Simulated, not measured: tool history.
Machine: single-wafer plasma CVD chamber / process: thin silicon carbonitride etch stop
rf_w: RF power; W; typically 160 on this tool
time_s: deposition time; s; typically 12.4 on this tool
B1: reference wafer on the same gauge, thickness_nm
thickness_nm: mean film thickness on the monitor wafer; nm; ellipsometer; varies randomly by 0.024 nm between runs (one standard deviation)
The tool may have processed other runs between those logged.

Run 1, hour 0: usual settings but rf_w 185 W; B1 6.748. Result: thickness_nm 7.161 nm.
Run 2, hour 82.3: usual settings but rf_w 170 W; B1 6.753. Result: thickness_nm 6.935 nm.
Run 3, hour 174.3: usual settings but rf_w 170 W; B1 6.75. Result: thickness_nm 6.919 nm.
Run 4, hour 268.6: usual settings but rf_w 150 W, time_s 10.8 s; B1 6.746. Result: thickness_nm 5.831 nm.
Run 5, hour 346: usual settings but rf_w 150 W, time_s 10.8 s; B1 6.751. Result: thickness_nm 5.844 nm.
Run 6, hour 383.1: usual settings but rf_w 150 W, time_s 10.8 s; B1 6.746. Result: thickness_nm 5.852 nm.
Run 7, hour 457.9: usual settings but rf_w 140 W; B1 6.749. Result: thickness_nm 6.574 nm.
Run 8, hour 524.9: usual settings but rf_w 140 W; B1 6.756. Result: thickness_nm 6.563 nm.
Run 9, hour 605.3: usual settings but rf_w 140 W; B1 6.747. Result: thickness_nm 6.582 nm.
Run 10, hour 643.2: usual settings; B1 6.748. Result: thickness_nm 6.849 nm.
Run 11, hour 701: usual settings; B1 6.753. Result: thickness_nm 6.825 nm.
Run 12, hour 989.2: usual settings; B1 6.749. Result: thickness_nm 6.848 nm.
Run 13, hour 1054.8: usual settings but rf_w 185 W, time_s 10.5 s; B1 6.751. Result: thickness_nm 5.994 nm.
Run 14, hour 1144.7: usual settings but rf_w 135 W, time_s 10.5 s; B1 6.752. Result: thickness_nm 5.502 nm.
Run 15, hour 1181: usual settings; B1 6.757. Result: thickness_nm 6.831 nm.
Run 16, hour 1276.4: usual settings but rf_w 150 W, time_s 10.9 s; B1 6.75. Result: thickness_nm 5.916 nm.
Run 17, hour 1346.6: usual settings but time_s 9.9 s; B1 6.748. Result: thickness_nm 5.501 nm.
Run 18, hour 1435.1: usual settings; B1 6.75. Result: thickness_nm 6.808 nm.
Run 19, hour 1486.5: usual settings but rf_w 185 W, time_s 13.8 s; B1 6.752. Result: thickness_nm 7.881 nm.
Run 20, hour 1588.8: usual settings but time_s 13.8 s; B1 6.749. Result: thickness_nm 7.605 nm.
Run 21, hour 1626.5: usual settings but rf_w 145 W, time_s 13.2 s; B1 6.751. Result: thickness_nm 7.104 nm.
Run 22, hour 1675.6: usual settings; B1 6.754. Result: thickness_nm 6.861 nm.
Run 23, hour 1742.6: usual settings but rf_w 130 W, time_s 11.1 s; B1 6.748. Result: thickness_nm 5.77 nm.
Run 24, hour 1788.6: usual settings; B1 6.753. Result: thickness_nm 6.841 nm.
Run 25, hour 1880.1: usual settings but rf_w 135 W, time_s 13.4 s; B1 6.748. Result: thickness_nm 7.064 nm.

Put back what was entered between runs (5 entries, withheld): which listed runs does each sit between, and how does the hidden state differ from the listed run before to the listed run after?
Between runs 10 and 11: thermocouple changed; heater temperature recalibrated (hour 671.8)
  nothing in the hidden state changes from one run to the other
Between runs 11 and 12: showerhead replaced (hour 834.7)
  nothing in the hidden state changes from one run to the other
Between runs 13 and 14: RF generator calibrated (hour 1127.5)
  nothing in the hidden state changes from one run to the other
Between runs 14 and 15: gauge calibrated (hour 1150.3)
  nothing in the hidden state changes from one run to the other
Between runs 20 and 21: thermocouple changed; heater temperature recalibrated (hour 1611.3)
  nothing in the hidden state changes from one run to the other

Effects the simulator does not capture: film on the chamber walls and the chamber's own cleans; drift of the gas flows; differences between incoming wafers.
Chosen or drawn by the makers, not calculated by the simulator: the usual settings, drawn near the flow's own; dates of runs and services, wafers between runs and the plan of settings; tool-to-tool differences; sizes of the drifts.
